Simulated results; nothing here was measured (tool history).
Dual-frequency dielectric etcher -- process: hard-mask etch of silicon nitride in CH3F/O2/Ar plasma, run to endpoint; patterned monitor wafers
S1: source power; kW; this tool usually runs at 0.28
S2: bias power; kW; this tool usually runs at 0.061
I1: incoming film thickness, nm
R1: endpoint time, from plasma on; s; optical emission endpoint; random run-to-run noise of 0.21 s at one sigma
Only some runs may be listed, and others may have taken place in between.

run    day    S1     S2     I1    R1
  1      0  0.25  0.061  33.59  61.7
  2  0.658  0.25  0.061  34.15  62.6
     1.992  -- wet clean of the chamber
  3  2.012  0.28   0.05  34.08  61.9
  4  2.029  0.28   0.05  33.78    61
  5  2.042  0.26  0.061  34.17    59
     2.454  -- source power generator calibrated
  6  2.475  0.28  0.061  33.57  56.7
     3.612  -- upper electrode replaced
  7  3.633  0.28  0.061  34.08  57.7
  8  3.646  0.25  0.052  33.93  62.9
  9  4.075  0.28  0.048  33.99  62.9
     4.362  -- bias power generator calibrated
 10  4.712  0.32  0.072  34.07  52.5
 11  5.308  0.28  0.074  34.47  54.6
 12  5.579  0.25  0.057  34.41  62.3
 13  5.933  0.28  0.061   34.2  58.9

What does the tool deliver on the next run?
 14  6.258  0.31  0.061  34.14   ?

R1: 56.9 s
Take away the tool's hidden state, keep the run-to-run variation as it was, and the same run would have given R1 56.6 s.
